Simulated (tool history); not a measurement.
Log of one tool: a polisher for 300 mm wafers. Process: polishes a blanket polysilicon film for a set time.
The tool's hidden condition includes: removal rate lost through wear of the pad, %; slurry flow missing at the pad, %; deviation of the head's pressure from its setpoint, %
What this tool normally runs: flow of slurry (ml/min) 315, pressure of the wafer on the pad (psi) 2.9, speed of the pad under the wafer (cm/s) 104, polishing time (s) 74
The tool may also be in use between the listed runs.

| run | hour | flow of slurry (ml/min) | pressure of the wafer on the pad (psi) | speed of the pad under the wafer (cm/s) | polishing time (s) | wafers since the last listed run | wafers polished on this pad | hours since the slurry nozzle was cleaned | hours since the head pressure was calibrated | incoming thickness of the incoming film, nm | film removed (nm) |
|---|---|---|---|---|---|---|---|---|---|---|---|
| 1 | 0 | 315 | 2.9 | 104 | 91 | 0 | 1102 | 326.1 | 320 | 1875.8 | 711.6 |
| 2 | 34 | 315 | 2.9 | 104 | 91 | 482 | 1585 | 360.1 | 354 | 1881.8 | 712.8 |
|  | 58.5 | worn pad replaced by a new one |
| 3 | 59 | 315 | 2.9 | 104 | 91 | 298 | 6 | 385.1 | 379 | 1863.6 | 701.9 |
| 4 | 88.9 | 315 | 2.9 | 104 | 74 | 424 | 431 | 415 | 408.9 | 1872.7 | 575.4 |
| 5 | 101.6 | 315 | 2.9 | 122 | 74 | 180 | 611 | 427.7 | 421.6 | 1877.2 | 632.1 |
| 6 | 121.2 | 315 | 2.9 | 122 | 74 | 278 | 890 | 447.3 | 441.2 | 1868.2 | 622.5 |
|  | 173.4 | worn pad replaced by a new one, of another model than before |
| 7 | 224 | 315 | 2.9 | 122 | 74 | 1402 | 718 | 550.1 | 544 | 1894.4 | 639.7 |
| 8 | 248.8 | 315 | 2.9 | 104 | 74 | 352 | 1070 | 574.9 | 568.8 | 1899.7 | 551.8 |
|  | 260.5 | head pressure recalibrated |
| 9 | 269.1 | 315 | 2.9 | 104 | 74 | 259 | 1330 | 595.2 | 8.6 | 1889.1 | 612.3 |
|  | 273.6 | slurry nozzle cleaned |
| 10 | 285.8 | 315 | 2.9 | 104 | 74 | 222 | 1553 | 12.2 | 25.3 | 1914.5 | 607.7 |
|  | 298.5 | worn pad replaced by a new one |
| 11 | 310.7 | 315 | 2.1 | 80 | 74 | 296 | 173 | 37.1 | 50.2 | 1880.9 | 345.4 |
| 12 | 326.2 | 315 | 2.1 | 80 | 74 | 220 | 393 | 52.6 | 65.7 | 1889.5 | 343.6 |
| 13 | 359 | 385 | 2.9 | 104 | 56 | 465 | 859 | 85.4 | 98.5 | 1891 | 452.7 |
| 14 | 380 | 315 | 2.9 | 104 | 74 | 298 | 1157 | 106.4 | 119.5 | 1854.9 | 585.1 |
| 15 | 401 | 315 | 2.9 | 104 | 74 | 298 | 1455 | 127.4 | 140.5 | 1864.2 | 569.2 |
| 16 | 432.1 | 315 | 3.5 | 104 | 74 | 441 | 1897 | 158.5 | 171.6 | 1849.6 | 688.6 |
|  | 449.2 | worn pad replaced by a new one |
| 17 | 467.4 | 315 | 2.1 | 80 | 74 | 444 | 257 | 193.8 | 206.9 | 1891.7 | 331 |
| 18 | 498.9 | 205 | 2.9 | 104 | 74 | 447 | 705 | 225.3 | 238.4 | 1854.3 | 520 |
| 19 | 513.1 | 230 | 2.9 | 104 | 55 | 201 | 906 | 239.5 | 252.6 | 1888.2 | 398.8 |
| 20 | 541.4 | 315 | 2.9 | 104 | 91 | 401 | 1308 | 267.8 | 280.9 | 1874.9 | 682.3 |
| 21 | 591.7 | 275 | 2.1 | 126 | 67 | 714 | 2022 | 318.1 | 331.2 | 1906.6 | 434.8 |
|  | 598.2 | worn pad replaced by a new one |
| 22 | 606 | 315 | 2.9 | 74 | 96 | 146 | 110 | 332.4 | 345.5 | 1904.7 | 540.7 |
| 23 | 642 | 315 | 2.9 | 122 | 94 | 511 | 621 | 368.4 | 381.5 | 1858.5 | 827.8 |
| 24 | 655.4 | 220 | 3.8 | 130 | 58 | 190 | 811 | 381.8 | 394.9 | 1890.7 | 638.7 |

Consider 5 possible next runs. They are alternatives, not a sequence: every one starts from the tool as it was left by run 24. What does each give?
| A | 655.8 | 315 | 2.9 | 104 | 74 | 5 | 817 | 382.2 | 395.3 | 1856.5 | ? |
| B | 655.8 | 315 | 2.2 | 104 | 49 | 5 | 817 | 382.2 | 395.3 | 1856.5 | ? |
| C | 655.8 | 370 | 2.3 | 90 | 87 | 5 | 817 | 382.2 | 395.3 | 1856.5 | ? |
| D | 655.8 | 390 | 2.4 | 92 | 52 | 5 | 817 | 382.2 | 395.3 | 1856.5 | ? |
| E | 655.8 | 255 | 2.3 | 104 | 74 | 5 | 817 | 382.2 | 395.3 | 1856.5 | ? |

| run | film removed (nm) |
|---|---|
| A | 555.4 |
| B | 282 |
| C | 468.2 |
| D | 298.6 |
| E | 429.5 |
The same runs, with their run-to-run variation unchanged, on a tool lacking any hidden condition would have given:
| run | film removed (nm) |
|---|---|
| A | 608.7 |
| B | 309.1 |
| C | 513 |
| D | 327.2 |
| E | 470.7 |

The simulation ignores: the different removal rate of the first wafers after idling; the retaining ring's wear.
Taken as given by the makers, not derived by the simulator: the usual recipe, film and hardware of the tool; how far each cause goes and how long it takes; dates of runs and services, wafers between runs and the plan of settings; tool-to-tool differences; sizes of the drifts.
